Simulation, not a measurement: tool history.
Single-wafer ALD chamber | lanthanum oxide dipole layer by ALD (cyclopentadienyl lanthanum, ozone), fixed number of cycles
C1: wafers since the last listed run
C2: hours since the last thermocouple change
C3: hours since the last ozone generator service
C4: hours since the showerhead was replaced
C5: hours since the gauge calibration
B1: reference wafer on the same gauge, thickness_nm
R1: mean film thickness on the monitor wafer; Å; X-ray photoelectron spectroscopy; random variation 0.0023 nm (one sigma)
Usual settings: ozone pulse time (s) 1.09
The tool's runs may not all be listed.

run 1 hour=0 | ozone_pulse_time_(s)=1.09 | C1=0 C2=429.1 C3=253 C4=1571.9 C5=96.8 | B1=0.371 | R1=4.48
run 2 hour=42.1 | ozone_pulse_time_(s)=1.09 | C1=577 C2=471.2 C3=295.1 C4=1614 C5=138.9 | B1=0.371 | R1=4.41
run 3 hour=118.8 | ozone_pulse_time_(s)=1.09 | C1=1051 C2=547.9 C3=371.8 C4=1690.7 C5=215.6 | B1=0.372 | R1=4.43
run 4 hour=207.3 | ozone_pulse_time_(s)=1.09 | C1=1213 C2=636.4 C3=460.3 C4=1779.2 C5=304.1 | B1=0.371 | R1=4.39
-- hour=255.4 ozone generator serviced
run 5 hour=255.9 | ozone_pulse_time_(s)=1.3 | C1=556 C2=685 C3=0.5 C4=1827.8 C5=352.7 | B1=0.371 | R1=4.49
run 6 hour=319.5 | ozone_pulse_time_(s)=1.3 | C1=872 C2=748.6 C3=64.1 C4=1891.4 C5=416.3 | B1=0.371 | R1=4.49
run 7 hour=425.5 | ozone_pulse_time_(s)=1.3 | C1=1453 C2=854.6 C3=170.1 C4=1997.4 C5=522.3 | B1=0.371 | R1=4.49
-- hour=436.8 ozone generator serviced, repeated, since the last time left the tool worse
run 8 hour=508.4 | ozone_pulse_time_(s)=1.28 | C1=1026 C2=937.5 C3=71.6 C4=2080.3 C5=605.2 | B1=0.371 | R1=4.83
run 9 hour=582.6 | ozone_pulse_time_(s)=1.28 | C1=1017 C2=1011.7 C3=145.8 C4=2154.5 C5=679.4 | B1=0.371 | R1=4.8
run 10 hour=666.9 | ozone_pulse_time_(s)=1.09 | C1=1155 C2=1096 C3=230.1 C4=2238.8 C5=763.7 | B1=0.371 | R1=4.45
run 11 hour=745.2 | ozone_pulse_time_(s)=1.5 | C1=1073 C2=1174.3 C3=308.4 C4=2317.1 C5=842 | B1=0.371 | R1=4.88
run 12 hour=820.7 | ozone_pulse_time_(s)=0.96 | C1=1035 C2=1249.8 C3=383.9 C4=2392.6 C5=917.5 | B1=0.371 | R1=4.1
run 13 hour=864.6 | ozone_pulse_time_(s)=1.09 | C1=601 C2=1293.7 C3=427.8 C4=2436.5 C5=961.4 | B1=0.371 | R1=4.42
run 14 hour=916.9 | ozone_pulse_time_(s)=1.48 | C1=717 C2=1346 C3=480.1 C4=2488.8 C5=1013.7 | B1=0.371 | R1=4.82
-- hour=941.6 ozone generator serviced
-- hour=986.1 showerhead replaced
run 15 hour=986.4 | ozone_pulse_time_(s)=1.09 | C1=733 C2=1415.5 C3=44.8 C4=0.3 C5=1083.2 | B1=0.371 | R1=4.48
-- hour=1015.1 thermocouple changed; heater temperature recalibrated
run 16 hour=1046.7 | ozone_pulse_time_(s)=0.75 | C1=717 C2=31.6 C3=105.1 C4=60.6 C5=1143.5 | B1=0.371 | R1=3.43
-- hour=1067.3 gauge calibrated
run 17 hour=1147.5 | ozone_pulse_time_(s)=0.82 | C1=1382 C2=132.4 C3=205.9 C4=161.4 C5=80.2 | B1=0.371 | R1=3.7
run 18 hour=1221 | ozone_pulse_time_(s)=1.45 | C1=1007 C2=205.9 C3=279.4 C4=234.9 C5=153.7 | B1=0.371 | R1=4.86
run 19 hour=1294.7 | ozone_pulse_time_(s)=1.46 | C1=1010 C2=279.6 C3=353.1 C4=308.6 C5=227.4 | B1=0.371 | R1=4.85
run 20 hour=1344.6 | ozone_pulse_time_(s)=1.09 | C1=684 C2=329.5 C3=403 C4=358.5 C5=277.3 | B1=0.371 | R1=4.43

4 ways to go on from here, each from the tool as it stands after run 20. What would each give?
run A hour=1345 | ozone_pulse_time_(s)=1.35 | C1=5 C2=329.9 C3=403.4 C4=358.9 C5=277.7 | B1=? | R1=?
run B hour=1345 | ozone_pulse_time_(s)=0.92 | C1=5 C2=329.9 C3=403.4 C4=358.9 C5=277.7 | B1=? | R1=?
run C hour=1345 | ozone_pulse_time_(s)=0.7 | C1=5 C2=329.9 C3=403.4 C4=358.9 C5=277.7 | B1=? | R1=?
run D hour=1345 | ozone_pulse_time_(s)=1.42 | C1=5 C2=329.9 C3=403.4 C4=358.9 C5=277.7 | B1=? | R1=?

run=A B1=0.371 R1=4.77
run=B B1=0.371 R1=3.99
run=C B1=0.371 R1=3.01
run=D B1=0.371 R1=4.83
Without the tool's hidden state the same runs would have given:
run=A R1=4.84
run=B R1=4.12
run=C R1=3.16
run=D R1=4.89

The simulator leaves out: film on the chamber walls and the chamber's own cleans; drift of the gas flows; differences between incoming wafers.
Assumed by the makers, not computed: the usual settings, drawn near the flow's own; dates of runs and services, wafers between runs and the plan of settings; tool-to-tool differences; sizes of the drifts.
